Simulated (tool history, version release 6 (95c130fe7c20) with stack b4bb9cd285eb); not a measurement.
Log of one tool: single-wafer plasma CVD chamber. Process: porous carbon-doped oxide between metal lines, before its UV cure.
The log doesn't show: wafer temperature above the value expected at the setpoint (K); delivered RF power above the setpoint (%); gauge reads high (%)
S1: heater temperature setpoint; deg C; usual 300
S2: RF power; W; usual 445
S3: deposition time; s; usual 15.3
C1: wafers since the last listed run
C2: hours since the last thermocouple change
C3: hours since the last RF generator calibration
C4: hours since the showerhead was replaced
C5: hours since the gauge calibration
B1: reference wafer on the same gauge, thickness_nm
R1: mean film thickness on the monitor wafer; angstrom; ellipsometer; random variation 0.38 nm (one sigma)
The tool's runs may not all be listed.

run	hour	S1	S2	S3	C1	C2	C3	C4	C5	B1	R1
1	0.0	300	475	15.3	0	1664.5	759.0	2697.1	1066.8	74.781	844.06
2	43.3	300	475	15.3	921	1707.8	802.3	2740.4	1110.1	74.702	840.22
3	68.4	300	475	15.3	533	1732.9	827.4	2765.5	1135.2	74.759	845.23
4	95.3	300	445	15.3	572	1759.8	854.3	2792.4	1162.1	74.701	809.10
5	156.1	300	445	15.3	1293	1820.6	915.1	2853.2	1222.9	74.627	803.96
6	210.3	300	445	15.3	1152	1874.8	969.3	2907.4	1277.1	74.753	802.16
7	280.2	300	445	15.3	1486	1944.7	1039.2	2977.3	1347.0	74.687	806.91
8	378.4	300	445	15.3	2088	2042.9	1137.4	3075.5	1445.2	74.809	806.14
9	448.7	300	445	15.3	1495	2113.2	1207.7	3145.8	1515.5	74.711	802.69
# hour 505.1: RF generator calibrated
10	509.6	296	465	15.3	1125	2174.1	4.5	3206.7	1576.4	74.735	876.45
# hour 525.6: showerhead replaced
11	558.4	310	445	15.3	867	2222.9	53.3	32.8	1625.2	74.657	794.88
12	600.2	310	445	15.3	889	2264.7	95.1	74.6	1667.0	74.731	790.72
13	791.3	300	445	15.3	4064	2455.8	286.2	265.7	1858.1	74.737	834.82
14	830.8	300	445	15.3	840	2495.3	325.7	305.2	1897.6	74.707	831.53
15	895.4	288	360	17.5	1374	2559.9	390.3	369.8	1962.2	74.697	903.59
16	938.4	300	445	13.9	914	2602.9	433.3	412.8	2005.2	74.763	760.61
17	974.3	306	420	15.3	763	2638.8	469.2	448.7	2041.1	74.748	782.70
# hour 988.1: gauge calibrated
18	1014.5	300	445	15.3	855	2679.0	509.4	488.9	26.4	74.676	835.42
19	1048.6	308	445	15.3	725	2713.1	543.5	523.0	60.5	74.644	795.37
20	1077.8	300	445	15.3	621	2742.3	572.7	552.2	89.7	74.779	833.18
21	1140.0	300	445	15.3	1323	2804.5	634.9	614.4	151.9	74.653	833.27
22	1174.9	300	505	12.7	742	2839.4	669.8	649.3	186.8	74.735	742.01
# hour 1204.0: thermocouple changed; heater temperature recalibrated
23	1225.8	300	400	15.3	912	21.8	720.7	700.2	237.7	74.755	756.01
24	1281.6	300	410	13.5	1186	77.6	776.5	756.0	293.5	74.666	679.67
25	1328.5	300	445	15.3	997	124.5	823.4	802.9	340.4	74.693	798.72
26	1373.5	314	370	17.1	957	169.5	868.4	847.9	385.4	74.668	751.98
27	1406.5	300	445	15.3	701	202.5	901.4	880.9	418.4	74.648	803.46
28	1437.0	313	475	14.1	648	233.0	931.9	911.4	448.9	74.702	721.30
29	1469.6	300	445	15.3	693	265.6	964.5	944.0	481.5	74.702	797.25
30	1535.7	300	445	14.5	1406	331.7	1030.6	1010.1	547.6	74.693	759.82
31	1575.3	300	445	15.3	842	371.3	1070.2	1049.7	587.2	74.759	796.77

The next listed run, before its measurement:
32	1647.2	304	515	15.3	1529	443.2	1142.1	1121.6	659.1	?	?

Run 32 gave B1 74.723, R1 841.03 angstrom.
Without the tool's hidden state the same run would have given R1 866.92 angstrom.
